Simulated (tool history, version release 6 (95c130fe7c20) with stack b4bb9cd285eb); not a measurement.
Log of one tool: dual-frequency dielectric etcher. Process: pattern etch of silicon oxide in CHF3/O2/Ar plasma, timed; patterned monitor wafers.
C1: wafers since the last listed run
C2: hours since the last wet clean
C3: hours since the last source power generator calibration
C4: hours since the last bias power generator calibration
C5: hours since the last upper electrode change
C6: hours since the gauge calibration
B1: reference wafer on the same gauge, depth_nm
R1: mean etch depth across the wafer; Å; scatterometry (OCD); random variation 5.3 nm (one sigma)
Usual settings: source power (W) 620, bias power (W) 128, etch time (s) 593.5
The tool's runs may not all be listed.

run 1 hour=0.0 | source_power_(W)=620 bias_power_(W)=145 etch_time_(s)=691.5 | C1=0 C2=335.6 C3=2039.6 C4=1380.6 C5=714.1 C6=2319.9 | B1=1042.8 | R1=12628
run 2 hour=55.6 | source_power_(W)=690 bias_power_(W)=135 etch_time_(s)=593.5 | C1=189 C2=391.2 C3=2095.2 C4=1436.2 C5=769.7 C6=2375.5 | B1=1041.3 | R1=11240
-- hour=163.3 wet clean of the chamber
run 3 hour=224.8 | source_power_(W)=690 bias_power_(W)=135 etch_time_(s)=593.5 | C1=495 C2=61.5 C3=2264.4 C4=1605.4 C5=938.9 C6=2544.7 | B1=1040.0 | R1=11313
run 4 hour=282.3 | source_power_(W)=690 bias_power_(W)=135 etch_time_(s)=593.5 | C1=196 C2=119.0 C3=2321.9 C4=1662.9 C5=996.4 C6=2602.2 | B1=1041.4 | R1=11245
run 5 hour=410.8 | source_power_(W)=620 bias_power_(W)=128 etch_time_(s)=593.5 | C1=438 C2=247.5 C3=2450.4 C4=1791.4 C5=1124.9 C6=2730.7 | B1=1037.6 | R1=10540
run 6 hour=466.5 | source_power_(W)=620 bias_power_(W)=128 etch_time_(s)=593.5 | C1=190 C2=303.2 C3=2506.1 C4=1847.1 C5=1180.6 C6=2786.4 | B1=1038.3 | R1=10669
run 7 hour=499.2 | source_power_(W)=620 bias_power_(W)=128 etch_time_(s)=485.0 | C1=111 C2=335.9 C3=2538.8 C4=1879.8 C5=1213.3 C6=2819.1 | B1=1040.2 | R1=8692
run 8 hour=526.6 | source_power_(W)=620 bias_power_(W)=128 etch_time_(s)=485.0 | C1=93 C2=363.3 C3=2566.2 C4=1907.2 C5=1240.7 C6=2846.5 | B1=1040.0 | R1=8566
-- hour=655.9 bias power generator calibrated
run 9 hour=674.9 | source_power_(W)=620 bias_power_(W)=128 etch_time_(s)=593.5 | C1=492 C2=511.6 C3=2714.5 C4=19.0 C5=1389.0 C6=2994.8 | B1=1041.5 | R1=10549
run 10 hour=703.7 | source_power_(W)=680 bias_power_(W)=128 etch_time_(s)=593.5 | C1=98 C2=540.4 C3=2743.3 C4=47.8 C5=1417.8 C6=3023.6 | B1=1038.6 | R1=11050
run 11 hour=733.3 | source_power_(W)=620 bias_power_(W)=158 etch_time_(s)=726.0 | C1=101 C2=570.0 C3=2772.9 C4=77.4 C5=1447.4 C6=3053.2 | B1=1041.5 | R1=13606
-- hour=758.1 wet clean of the chamber
run 12 hour=789.7 | source_power_(W)=750 bias_power_(W)=106 etch_time_(s)=473.0 | C1=110 C2=31.6 C3=2829.3 C4=133.8 C5=1503.8 C6=3109.6 | B1=1041.0 | R1=8915
run 13 hour=853.5 | source_power_(W)=620 bias_power_(W)=128 etch_time_(s)=593.5 | C1=217 C2=95.4 C3=2893.1 C4=197.6 C5=1567.6 C6=3173.4 | B1=1039.2 | R1=10511
-- hour=948.8 source power generator calibrated
-- hour=949.6 gauge calibrated
run 14 hour=1052.3 | source_power_(W)=490 bias_power_(W)=142 etch_time_(s)=702.0 | C1=664 C2=294.2 C3=103.5 C4=396.4 C5=1766.4 C6=102.7 | B1=1043.3 | R1=11610
run 15 hour=1102.3 | source_power_(W)=680 bias_power_(W)=137 etch_time_(s)=593.5 | C1=170 C2=344.2 C3=153.5 C4=446.4 C5=1816.4 C6=152.7 | B1=1040.0 | R1=11320
run 16 hour=1139.6 | source_power_(W)=620 bias_power_(W)=145 etch_time_(s)=691.5 | C1=127 C2=381.5 C3=190.8 C4=483.7 C5=1853.7 C6=190.0 | B1=1042.1 | R1=12787
run 17 hour=1171.7 | source_power_(W)=620 bias_power_(W)=151 etch_time_(s)=519.0 | C1=109 C2=413.6 C3=222.9 C4=515.8 C5=1885.8 C6=222.1 | B1=1041.0 | R1=9701
-- hour=1220.1 upper electrode replaced
run 18 hour=1220.9 | source_power_(W)=530 bias_power_(W)=128 etch_time_(s)=660.5 | C1=86 C2=462.8 C3=272.1 C4=565.0 C5=0.8 C6=271.3 | B1=1040.4 | R1=11014
run 19 hour=1291.7 | source_power_(W)=620 bias_power_(W)=128 etch_time_(s)=520.0 | C1=241 C2=533.6 C3=342.9 C4=635.8 C5=71.6 C6=342.1 | B1=1040.3 | R1=9464
run 20 hour=1327.5 | source_power_(W)=480 bias_power_(W)=128 etch_time_(s)=593.5 | C1=122 C2=569.4 C3=378.7 C4=671.6 C5=107.4 C6=377.9 | B1=1039.6 | R1=9374
-- hour=1371.4 wet clean of the chamber
run 21 hour=1394.6 | source_power_(W)=620 bias_power_(W)=128 etch_time_(s)=593.5 | C1=147 C2=23.2 C3=445.8 C4=738.7 C5=174.5 C6=445.0 | B1=1039.4 | R1=10664
run 22 hour=1421.1 | source_power_(W)=620 bias_power_(W)=128 etch_time_(s)=593.5 | C1=90 C2=49.7 C3=472.3 C4=765.2 C5=201.0 C6=471.5 | B1=1042.0 | R1=10739
run 23 hour=1536.9 | source_power_(W)=620 bias_power_(W)=102 etch_time_(s)=593.5 | C1=395 C2=165.5 C3=588.1 C4=881.0 C5=316.8 C6=587.3 | B1=1040.7 | R1=10256
run 24 hour=1595.8 | source_power_(W)=680 bias_power_(W)=157 etch_time_(s)=593.5 | C1=201 C2=224.4 C3=647.0 C4=939.9 C5=375.7 C6=646.2 | B1=1039.1 | R1=11682
run 25 hour=1660.4 | source_power_(W)=620 bias_power_(W)=128 etch_time_(s)=593.5 | C1=220 C2=289.0 C3=711.6 C4=1004.5 C5=440.3 C6=710.8 | B1=1041.9 | R1=10628
run 26 hour=1727.8 | source_power_(W)=620 bias_power_(W)=128 etch_time_(s)=593.5 | C1=230 C2=356.4 C3=779.0 C4=1071.9 C5=507.7 C6=778.2 | B1=1038.3 | R1=10643
run 27 hour=1782.4 | source_power_(W)=620 bias_power_(W)=128 etch_time_(s)=593.5 | C1=186 C2=411.0 C3=833.6 C4=1126.5 C5=562.3 C6=832.8 | B1=1039.7 | R1=10630
run 28 hour=1839.6 | source_power_(W)=680 bias_power_(W)=157 etch_time_(s)=593.5 | C1=195 C2=468.2 C3=890.8 C4=1183.7 C5=619.5 C6=890.0 | B1=1040.0 | R1=11644
run 29 hour=1889.2 | source_power_(W)=760 bias_power_(W)=101 etch_time_(s)=593.5 | C1=169 C2=517.8 C3=940.4 C4=1233.3 C5=669.1 C6=939.6 | B1=1041.7 | R1=11228

The same runs without the tool's hidden state, with the same run-to-run variation:
The hidden state here: etch rate over this chamber's usual, %; source power that arrives over what is set, %; bias power that arrives over what is set, %; gauge reads high (%).
run=1 R1=12799
run=2 R1=11398
run=3 R1=11488
run=4 R1=11423
run=5 R1=10718
run=6 R1=10855
run=7 R1=8845
run=8 R1=8719
run=9 R1=10749
run=10 R1=11263
run=11 R1=13869
run=12 R1=9096
run=13 R1=10726
run=14 R1=11658
run=15 R1=11371
run=16 R1=12848
run=17 R1=9750
run=18 R1=11073
run=19 R1=9520
run=20 R1=9432
run=21 R1=10736
run=22 R1=10814
run=23 R1=10338
run=24 R1=11779
run=25 R1=10722
run=26 R1=10743
run=27 R1=10733
run=28 R1=11763
run=29 R1=11349

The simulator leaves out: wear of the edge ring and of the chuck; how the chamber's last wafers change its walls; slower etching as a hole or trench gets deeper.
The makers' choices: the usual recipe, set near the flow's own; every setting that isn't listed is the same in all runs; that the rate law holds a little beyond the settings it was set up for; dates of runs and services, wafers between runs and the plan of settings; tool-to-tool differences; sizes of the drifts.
